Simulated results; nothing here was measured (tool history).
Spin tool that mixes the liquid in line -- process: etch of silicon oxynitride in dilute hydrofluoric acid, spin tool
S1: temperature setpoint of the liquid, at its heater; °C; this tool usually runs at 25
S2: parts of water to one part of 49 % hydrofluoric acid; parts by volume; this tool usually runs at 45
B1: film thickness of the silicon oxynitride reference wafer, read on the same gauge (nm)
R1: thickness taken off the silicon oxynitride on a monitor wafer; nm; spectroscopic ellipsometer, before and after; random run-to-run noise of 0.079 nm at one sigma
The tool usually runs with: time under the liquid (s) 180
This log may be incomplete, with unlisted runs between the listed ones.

Run 1, hour 0: usual settings but time under the liquid (s) 270; B1 69.97. Result: R1 14.62 nm.
Run 2, hour 34.4: usual settings but time under the liquid (s) 270; B1 70.02. Result: R1 14.58 nm.
Run 3, hour 52: usual settings but time under the liquid (s) 270; B1 70.01. Result: R1 14.66 nm.
Run 4, hour 60.4: usual settings; B1 69.97. Result: R1 9.75 nm.
Run 5, hour 75.9: usual settings; B1 69.98. Result: R1 9.61 nm.
Run 6, hour 93.5: usual settings; B1 69.99. Result: R1 9.64 nm.
Run 7, hour 104.8: usual settings but S2 55 parts by volume; B1 69.98. Result: R1 7.76 nm.
Run 8, hour 122: usual settings but S2 55 parts by volume; B1 70. Result: R1 7.66 nm.
At hour 134.8: hydrofluoric acid flow meter replaced.
Run 9, hour 137.9: usual settings; B1 70.01. Result: R1 9.45 nm.
Run 10, hour 144.3: usual settings; B1 70. Result: R1 9.45 nm.
Run 11, hour 154.1: usual settings; B1 70.02. Result: R1 9.48 nm.
At hour 165.6: gauge calibrated.
Run 12, hour 166.5: usual settings; B1 70.01. Result: R1 9.43 nm.
Run 13, hour 181.2: usual settings but S2 60 parts by volume; B1 70.03. Result: R1 6.98 nm.
Run 14, hour 187.7: usual settings but S1 29.5 °C, time under the liquid (s) 80; B1 70.02. Result: R1 5.16 nm.
Run 15, hour 203.7: usual settings; B1 70. Result: R1 9.39 nm.
Run 16, hour 215.9: usual settings but S1 28.5 °C; B1 70.01. Result: R1 11.08 nm.
Run 17, hour 231.7: usual settings but S2 55 parts by volume, time under the liquid (s) 240; B1 69.98. Result: R1 10.08 nm.
Run 18, hour 247.5: usual settings but time under the liquid (s) 215; B1 69.99. Result: R1 11.07 nm.
At hour 248.6: thermometer replaced.
Run 19, hour 260.2: usual settings but S1 22.5 °C, S2 25 parts by volume; B1 70.02. Result: R1 16.56 nm.
Run 20, hour 271.6: usual settings but S1 28.5 °C, S2 25 parts by volume; B1 70. Result: R1 22.13 nm.
Run 21, hour 286.6: usual settings; B1 69.99. Result: R1 10.1 nm.
Run 22, hour 297.7: usual settings; B1 70. Result: R1 10.14 nm.
Run 23, hour 310.4: usual settings; B1 69.99. Result: R1 10.1 nm.
Run 24, hour 320.9: usual settings but S1 22.5 °C, S2 40 parts by volume, time under the liquid (s) 260; B1 70.03. Result: R1 14.58 nm.
Run 25, hour 330.3: usual settings but S1 27.5 °C, S2 55 parts by volume, time under the liquid (s) 135; B1 69.98. Result: R1 6.97 nm.

5 options for the next run, each taken on its own from the tool as it stands now. Forecast them:
Run A, hour 330.8: usual settings; B1 ?. Result: R1 ?.
Run B, hour 330.8: usual settings but S2 30 parts by volume; B1 ?. Result: R1 ?.
Run C, hour 330.8: usual settings but time under the liquid (s) 250; B1 ?. Result: R1 ?.
Run D, hour 330.8: usual settings but S1 30 °C; B1 ?. Result: R1 ?.
Run E, hour 330.8: usual settings but S1 21 °C, S2 55 parts by volume, time under the liquid (s) 215; B1 ?. Result: R1 ?.

run     B1     R1
  A  69.97   9.95
  B  69.97  15.09
  C  69.97  13.82
  D  69.97  12.64
  E  69.97   7.92
Had the tool no hidden state, the same runs would have come out as:
run     R1
  A  10.34
  B   15.7
  C  14.37
  D  13.13
  E   8.24
